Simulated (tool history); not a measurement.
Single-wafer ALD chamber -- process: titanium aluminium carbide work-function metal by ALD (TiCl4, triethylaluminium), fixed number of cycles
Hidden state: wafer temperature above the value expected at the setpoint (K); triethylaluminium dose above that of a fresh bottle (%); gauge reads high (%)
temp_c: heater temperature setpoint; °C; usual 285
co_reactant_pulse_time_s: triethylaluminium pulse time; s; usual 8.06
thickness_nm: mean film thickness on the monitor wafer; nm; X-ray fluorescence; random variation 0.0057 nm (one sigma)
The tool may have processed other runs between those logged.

run	day	temp_c	co_reactant_pulse_time_s	wafers since the last listed run	hours since the last thermocouple change	hours since the last triethylaluminium bottle change	hours since the showerhead was replaced	hours since the gauge calibration	read-back reference wafer on the same gauge, thickness_nm	thickness_nm
1	0	285	8.06	0	2250.1	1404.9	5006.4	87.8	1.5	1.546
2	0.4	285	8.06	104	2259.7	1414.5	5016	97.4	1.501	1.528
3	1.808	285	8.06	366	2293.5	1448.3	5049.8	131.2	1.501	1.531
4	2.058	285	8.06	65	2299.5	1454.3	5055.8	137.2	1.501	1.54
5	2.792	285	8.06	191	2317.1	1471.9	5073.4	154.8	1.498	1.534
6	3.421	285	8.06	163	2332.2	1487	5088.5	169.9	1.501	1.528
7	3.875	285	8.06	118	2343.1	1497.9	5099.4	180.8	1.499	1.527
8	4.238	290	6.65	94	2351.8	1506.6	5108.1	189.5	1.499	1.42
9	4.608	290	6.65	96	2360.7	1515.5	5117	198.4	1.499	1.432
10	5.321	290	6.65	185	2377.8	1532.6	5134.1	215.5	1.5	1.428
11	6.017	285	8.06	181	2394.5	1549.3	5150.8	232.2	1.5	1.526
# day 6.129: gauge calibrated
12	6.454	272	8.06	113	2405	1559.8	5161.3	7.8	1.499	1.419
# day 7.038: triethylaluminium bottle replaced
13	7.521	299	9.13	191	2430.6	11.6	5186.9	33.4	1.499	1.88
# day 8.112: showerhead replaced
14	8.133	285	6.22	72	2445.3	26.3	0.5	48.1	1.499	1.539
15	8.558	285	7.24	110	2455.5	36.5	10.7	58.3	1.5	1.627
16	8.833	272	6.79	71	2462.1	43.1	17.3	64.9	1.5	1.49
17	9.454	290	9.45	161	2477	58	32.2	79.8	1.501	1.792
# day 10.025: thermocouple changed; heater temperature recalibrated
18	10.046	285	8.06	67	0.5	72.2	46.4	94	1.501	1.676
19	10.35	280	6.93	79	7.8	79.5	53.7	101.3	1.5	1.539
20	10.688	285	8.06	87	15.9	87.6	61.8	109.4	1.499	1.662
21	11.433	273	5.08	194	33.8	105.5	79.7	127.3	1.5	1.259
22	12.608	299	10.76	306	62	133.7	107.9	155.5	1.5	1.906

Table of differences, measured result less the result of that run with no hidden state. Run-to-run variation is the same in both. Gauge scatter possibly is not:
run	thickness_nm
1	-0.223
2	-0.221
3	-0.224
4	-0.226
5	-0.226
6	-0.226
7	-0.227
8	-0.285
9	-0.288
10	-0.288
11	-0.229
12	-0.214
13	-0.054
14	-0.097
15	-0.085
16	-0.09
17	-0.059
18	-0.084
19	-0.105
20	-0.089
21	-0.146
22	-0.062
